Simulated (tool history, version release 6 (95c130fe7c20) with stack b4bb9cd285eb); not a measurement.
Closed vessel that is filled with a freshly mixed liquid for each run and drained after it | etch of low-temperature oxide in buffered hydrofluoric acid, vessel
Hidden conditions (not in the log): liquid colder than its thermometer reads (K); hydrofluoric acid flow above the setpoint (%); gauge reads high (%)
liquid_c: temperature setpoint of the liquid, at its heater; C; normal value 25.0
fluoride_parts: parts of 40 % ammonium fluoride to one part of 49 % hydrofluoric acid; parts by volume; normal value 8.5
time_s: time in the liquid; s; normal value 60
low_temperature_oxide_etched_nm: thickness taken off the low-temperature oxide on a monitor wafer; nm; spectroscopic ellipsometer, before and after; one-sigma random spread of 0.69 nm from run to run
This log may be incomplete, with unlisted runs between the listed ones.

run,hour,liquid_c,fluoride_parts,time_s,wafers since the last listed run,hours since the thermometer was replaced,hours since the hydrofluoric acid flow meter was replaced,hours since the gauge calibration,"read-back film thickness of the low-temperature oxide reference wafer, read on the same gauge (nm)",low_temperature_oxide_etched_nm
1,0.0,28.0,8.5,60,0,735.5,602.0,311.7,30.00,195.13
2,7.8,28.0,8.5,60,1065,743.3,609.8,319.5,29.99,193.61
3,17.3,25.0,8.5,60,1298,752.8,619.3,329.0,30.01,165.67
4,25.0,25.0,8.5,60,1052,760.5,627.0,336.7,29.96,164.78
5,39.0,25.0,8.5,60,1912,774.5,641.0,350.7,29.97,165.61
6,47.7,25.0,8.5,35,1188,783.2,649.7,359.4,29.99,96.83
7,59.6,25.0,8.5,35,1625,795.1,661.6,371.3,30.04,96.94
8,68.1,25.0,8.5,35,1161,803.6,670.1,379.8,30.00,95.73
# hour 76.4: hydrofluoric acid flow meter replaced
9,79.2,25.0,8.5,60,1380,814.7,2.8,390.9,30.00,164.96
10,92.2,25.0,8.5,60,1776,827.7,15.8,403.9,29.98,165.54
11,107.4,25.0,8.5,60,2076,842.9,31.0,419.1,30.02,165.11
12,114.4,25.0,8.5,60,956,849.9,38.0,426.1,29.96,163.93
13,125.9,25.0,8.5,60,1571,861.4,49.5,437.6,29.98,164.61
14,136.1,20.0,10.5,70,1393,871.6,59.7,447.8,29.96,122.56
15,149.3,23.5,11.0,60,1803,884.8,72.9,461.0,29.97,121.07
16,155.3,25.0,8.5,60,819,890.8,78.9,467.0,29.96,164.08
# hour 169.0: thermometer replaced
17,171.1,29.5,8.5,45,2022,2.1,94.7,482.8,30.02,167.79
18,185.4,25.0,8.5,60,1953,16.4,109.0,497.1,30.00,176.72
19,200.2,20.5,11.0,35,2022,31.2,123.8,511.9,30.00,63.54
20,212.4,25.0,8.5,60,1666,43.4,136.0,524.1,30.01,175.66
21,230.3,25.0,8.5,60,2445,61.3,153.9,542.0,30.02,176.05

Run 22 has not been measured yet. What should we expect?
22,247.3,27.0,8.5,30,2322,78.3,170.9,559.0,?,?

read-back film thickness of the low-temperature oxide reference wafer, read on the same gauge (nm): 30.05
low_temperature_oxide_etched_nm: 97.50 nm
Without the tool's hidden state the same run would have given low_temperature_oxide_etched_nm 98.34 nm.
